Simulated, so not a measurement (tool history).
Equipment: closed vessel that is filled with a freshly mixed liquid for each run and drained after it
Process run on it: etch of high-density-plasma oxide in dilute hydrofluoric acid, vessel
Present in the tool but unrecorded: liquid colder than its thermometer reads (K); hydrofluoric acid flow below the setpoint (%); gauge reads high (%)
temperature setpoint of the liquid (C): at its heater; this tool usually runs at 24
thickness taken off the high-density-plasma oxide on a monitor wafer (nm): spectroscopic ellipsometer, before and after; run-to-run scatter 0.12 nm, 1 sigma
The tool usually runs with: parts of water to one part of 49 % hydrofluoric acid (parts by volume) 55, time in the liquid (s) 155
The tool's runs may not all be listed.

| run | day | temperature setpoint of the liquid (C) | parts of water to one part of 49 % hydrofluoric acid (parts by volume) | time in the liquid (s) | wafers since the last listed run | hours since the thermometer was replaced | hours since the hydrofluoric acid flow meter was replaced | hours since the gauge calibration | read-back film thickness of the high-density-plasma oxide reference wafer, read on the same gauge (nm) | thickness taken off the high-density-plasma oxide on a monitor wafer (nm) |
|---|---|---|---|---|---|---|---|---|---|---|
| 1 | 0 | 24 | 55 | 155 | 0 | 1181.3 | 1810.4 | 198.8 | 150.01 | 19.69 |
| 2 | 0.525 | 24 | 55 | 155 | 986 | 1193.9 | 1823 | 211.4 | 150.01 | 19.87 |
| 3 | 1.338 | 24 | 55 | 130 | 1527 | 1213.4 | 1842.5 | 230.9 | 150.02 | 16.52 |
|  | 1.725 | gauge calibrated |
| 4 | 2.2 | 24 | 55 | 130 | 1621 | 1234.1 | 1863.2 | 11.4 | 150.01 | 16.47 |
| 5 | 3.25 | 24 | 55 | 130 | 1973 | 1259.3 | 1888.4 | 36.6 | 150.02 | 16.4 |
| 6 | 4.454 | 24 | 55 | 155 | 2263 | 1288.2 | 1917.3 | 65.5 | 149.97 | 19.52 |
|  | 4.983 | thermometer replaced |
| 7 | 5.633 | 24 | 55 | 155 | 2138 | 15.6 | 1945.6 | 93.8 | 149.99 | 21.21 |
|  | 6.867 | hydrofluoric acid flow meter replaced |
| 8 | 7.096 | 24 | 55 | 155 | 2670 | 50.7 | 5.5 | 128.9 | 149.99 | 21.44 |
| 9 | 8.029 | 20.5 | 45 | 80 | 1754 | 73.1 | 27.9 | 151.3 | 150.01 | 11.72 |
| 10 | 11.458 | 24 | 55 | 155 | 6445 | 155.4 | 110.2 | 233.6 | 150 | 21.33 |
|  | 12.25 | gauge calibrated |
| 11 | 12.7 | 27.5 | 35 | 155 | 2333 | 185.2 | 140 | 10.8 | 150.03 | 39.19 |
| 12 | 14.067 | 24 | 55 | 215 | 2568 | 218 | 172.8 | 43.6 | 150.02 | 28.97 |
| 13 | 14.662 | 21 | 55 | 155 | 1120 | 232.3 | 187.1 | 57.9 | 149.98 | 18.53 |
| 14 | 15.417 | 24 | 75 | 95 | 1417 | 250.4 | 205.2 | 76 | 150 | 9.21 |
| 15 | 16.267 | 28 | 75 | 110 | 1597 | 270.8 | 225.6 | 96.4 | 149.96 | 12.39 |

Forecast each of these 4 alternatives for the next run:
| A | 16.296 | 29 | 55 | 155 | 54 | 271.5 | 226.3 | 97.1 | ? | ? |
| B | 16.296 | 22 | 55 | 85 | 54 | 271.5 | 226.3 | 97.1 | ? | ? |
| C | 16.296 | 28 | 85 | 75 | 54 | 271.5 | 226.3 | 97.1 | ? | ? |
| D | 16.296 | 27 | 40 | 230 | 54 | 271.5 | 226.3 | 97.1 | ? | ? |

| run | read-back film thickness of the high-density-plasma oxide reference wafer, read on the same gauge (nm) | thickness taken off the high-density-plasma oxide on a monitor wafer (nm) |
|---|---|---|
| A | 149.99 | 25.89 |
| B | 149.99 | 10.67 |
| C | 149.99 | 7.47 |
| D | 149.99 | 49.8 |
Take away the tool's hidden state, keep each run's random variation, and the runs would have read:
| run | thickness taken off the high-density-plasma oxide on a monitor wafer (nm) |
|---|---|
| A | 26.64 |
| B | 11 |
| C | 7.68 |
| D | 51.3 |
